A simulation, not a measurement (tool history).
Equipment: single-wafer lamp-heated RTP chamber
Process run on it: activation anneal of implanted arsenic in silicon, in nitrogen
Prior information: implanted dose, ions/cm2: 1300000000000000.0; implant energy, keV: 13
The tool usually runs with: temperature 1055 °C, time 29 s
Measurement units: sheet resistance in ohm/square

run	day	temperature	time	read-back reference wafer on the same gauge, sheet resistance	sheet resistance
1	0	1055	29	83.03	97.73
2	0.8	1055	29	82.8	97.86
3	2.292	1055	29	83.09	97.4
4	3.554	1055	29	83.02	97.54
5	4.183	1055	29	82.86	97.87
6	5.346	1064	42	82.94	91.02
7	6.462	1055	29	83.26	96.11
8	7.362	1055	29	82.89	95.72
# day 9.438: reflector plate cleaned
# day 9.525: pyrometer window cleaned and pyrometer calibrated
9	9.546	1027	21	83	115.55
10	10.771	1043	29	83.13	102.62
11	11.95	1055	33	83.03	96.22
# day 12.842: gauge calibrated
12	13.133	1055	29	83	97.16
13	14.121	1073	13	83.1	104.22
14	15.096	1026	20	83.09	114.08
15	16.238	1055	29	82.99	97.51
16	17.379	1034	40	83.22	99.34
17	18.542	1037	17	83.18	109.08

Each row is a separate what-if for the run after 17, all from the same tool condition, not one after another. Results?
A	18.558	1055	46	?	?
B	18.558	1045	29	?	?
C	18.558	1032	42	?	?

run	read-back reference wafer on the same gauge, sheet resistance	sheet resistance
A	83.03	90
B	83.03	98.53
C	83.03	97.42
The same runs, with their run-to-run variation unchanged, on a tool lacking any hidden condition would have given:
run	sheet resistance
A	92.96
B	102.36
C	101.17
